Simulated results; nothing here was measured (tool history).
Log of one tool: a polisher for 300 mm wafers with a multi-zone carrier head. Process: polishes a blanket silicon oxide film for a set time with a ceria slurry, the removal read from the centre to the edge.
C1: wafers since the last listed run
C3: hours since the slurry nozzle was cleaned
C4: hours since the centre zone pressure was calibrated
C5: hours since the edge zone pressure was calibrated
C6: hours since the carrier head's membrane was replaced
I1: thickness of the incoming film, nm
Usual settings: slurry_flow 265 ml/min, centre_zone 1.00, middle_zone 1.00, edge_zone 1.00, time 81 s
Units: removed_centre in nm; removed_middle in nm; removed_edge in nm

Run 1, hour 0.0: usual settings; C1 0; wafers polished on this pad 4; C3 648.1; C4 43.6; C5 1210.7; C6 3.4; I1 1931.3. Result: removed_centre 599.4 nm, removed_middle 590.6 nm, removed_edge 626.9 nm.
Run 2, hour 11.9: usual settings; C1 101; wafers polished on this pad 105; C3 660.0; C4 55.5; C5 1222.6; C6 15.3; I1 1910.8. Result: removed_centre 606.7 nm, removed_middle 601.8 nm, removed_edge 626.2 nm.
Run 3, hour 24.4: usual settings; C1 106; wafers polished on this pad 212; C3 672.5; C4 68.0; C5 1235.1; C6 27.8; I1 1922.3. Result: removed_centre 606.7 nm, removed_middle 601.7 nm, removed_edge 627.8 nm.
Run 4, hour 32.2: usual settings; C1 66; wafers polished on this pad 278; C3 680.3; C4 75.8; C5 1242.9; C6 35.6; I1 1928.5. Result: removed_centre 607.9 nm, removed_middle 593.5 nm, removed_edge 624.9 nm.
Run 5, hour 42.3: usual settings; C1 86; wafers polished on this pad 364; C3 690.4; C4 85.9; C5 1253.0; C6 45.7; I1 1919.6. Result: removed_centre 593.4 nm, removed_middle 596.3 nm, removed_edge 629.5 nm.
Run 6, hour 48.3: usual settings but slurry_flow 315 ml/min, edge_zone 0.96; C1 51; wafers polished on this pad 415; C3 696.4; C4 91.9; C5 1259.0; C6 51.7; I1 1906.3. Result: removed_centre 624.1 nm, removed_middle 604.1 nm, removed_edge 632.9 nm.
Run 7, hour 64.0: usual settings but slurry_flow 230 ml/min, centre_zone 0.96, middle_zone 1.03, time 57 s; C1 133; wafers polished on this pad 549; C3 712.1; C4 107.6; C5 1274.7; C6 67.4; I1 1911.5. Result: removed_centre 399.3 nm, removed_middle 415.7 nm, removed_edge 438.1 nm.
At hour 70.9: edge zone pressure recalibrated.
Run 8, hour 81.6: usual settings but centre_zone 1.03, middle_zone 1.04, time 108 s; C1 132; wafers polished on this pad 682; C3 729.7; C4 125.2; C5 10.7; C6 85.0; I1 1913.0. Result: removed_centre 797.4 nm, removed_middle 813.2 nm, removed_edge 842.0 nm.
At hour 92.3: worn pad replaced by a new one.
Run 9, hour 92.8: usual settings but slurry_flow 300 ml/min, time 61 s; C1 61; wafers polished on this pad 4; C3 740.9; C4 136.4; C5 21.9; C6 96.2; I1 1902.2. Result: removed_centre 457.7 nm, removed_middle 451.4 nm, removed_edge 471.6 nm.
Run 10, hour 104.2: usual settings but middle_zone 1.04; C1 97; wafers polished on this pad 101; C3 752.3; C4 147.8; C5 33.3; C6 107.6; I1 1905.0. Result: removed_centre 607.1 nm, removed_middle 610.6 nm, removed_edge 618.2 nm.
Run 11, hour 122.0: usual settings; C1 151; wafers polished on this pad 253; C3 770.1; C4 165.6; C5 51.1; C6 125.4; I1 1914.6. Result: removed_centre 597.4 nm, removed_middle 586.4 nm, removed_edge 612.6 nm.
At hour 134.3: slurry nozzle cleaned.
Run 12, hour 139.1: usual settings; C1 137; wafers polished on this pad 390; C3 4.8; C4 182.7; C5 68.2; C6 142.5; I1 1905.2. Result: removed_centre 644.5 nm, removed_middle 633.0 nm, removed_edge 649.7 nm.
Run 13, hour 156.3: usual settings but centre_zone 0.88, time 104 s; C1 146; wafers polished on this pad 536; C3 22.0; C4 199.9; C5 85.4; C6 159.7; I1 1891.0. Result: removed_centre 756.0 nm, removed_middle 816.4 nm, removed_edge 839.4 nm.
Run 14, hour 163.0: usual settings but centre_zone 1.06; C1 57; wafers polished on this pad 593; C3 28.7; C4 206.6; C5 92.1; C6 166.4; I1 1898.9. Result: removed_centre 685.2 nm, removed_middle 635.4 nm, removed_edge 651.9 nm.
Run 15, hour 172.2: usual settings but slurry_flow 210 ml/min, edge_zone 1.05; C1 78; wafers polished on this pad 672; C3 37.9; C4 215.8; C5 101.3; C6 175.6; I1 1903.5. Result: removed_centre 615.9 nm, removed_middle 617.2 nm, removed_edge 666.0 nm.
At hour 177.6: worn pad replaced by a new one.
Run 16, hour 181.7: usual settings; C1 46; wafers polished on this pad 34; C3 47.4; C4 225.3; C5 110.8; C6 185.1; I1 1912.5. Result: removed_centre 626.2 nm, removed_middle 634.7 nm, removed_edge 648.3 nm.
Run 17, hour 197.4: usual settings but slurry_flow 195 ml/min, centre_zone 1.04; C1 133; wafers polished on this pad 168; C3 63.1; C4 241.0; C5 126.5; C6 200.8; I1 1914.7. Result: removed_centre 635.8 nm, removed_middle 604.0 nm, removed_edge 631.8 nm.
Run 18, hour 204.8: usual settings but middle_zone 0.89; C1 63; wafers polished on this pad 231; C3 70.5; C4 248.4; C5 133.9; C6 208.2; I1 1903.6. Result: removed_centre 647.3 nm, removed_middle 568.3 nm, removed_edge 659.6 nm.

What will run 19 give?
Run 19, hour 212.7: usual settings but slurry_flow 190 ml/min, centre_zone 0.93, edge_zone 1.03; C1 67; wafers polished on this pad 298; C3 78.4; C4 256.3; C5 141.8; C6 216.1; I1 1893.4. Result: removed_centre ?, removed_middle ?, removed_edge ?.

removed_centre: 574.5 nm
removed_middle: 611.1 nm
removed_edge: 635.1 nm
If the tool had no hidden condition, the same run with the same run-to-run variation would have returned removed_centre 581.6 nm, removed_middle 617.9 nm, removed_edge 640.3 nm.

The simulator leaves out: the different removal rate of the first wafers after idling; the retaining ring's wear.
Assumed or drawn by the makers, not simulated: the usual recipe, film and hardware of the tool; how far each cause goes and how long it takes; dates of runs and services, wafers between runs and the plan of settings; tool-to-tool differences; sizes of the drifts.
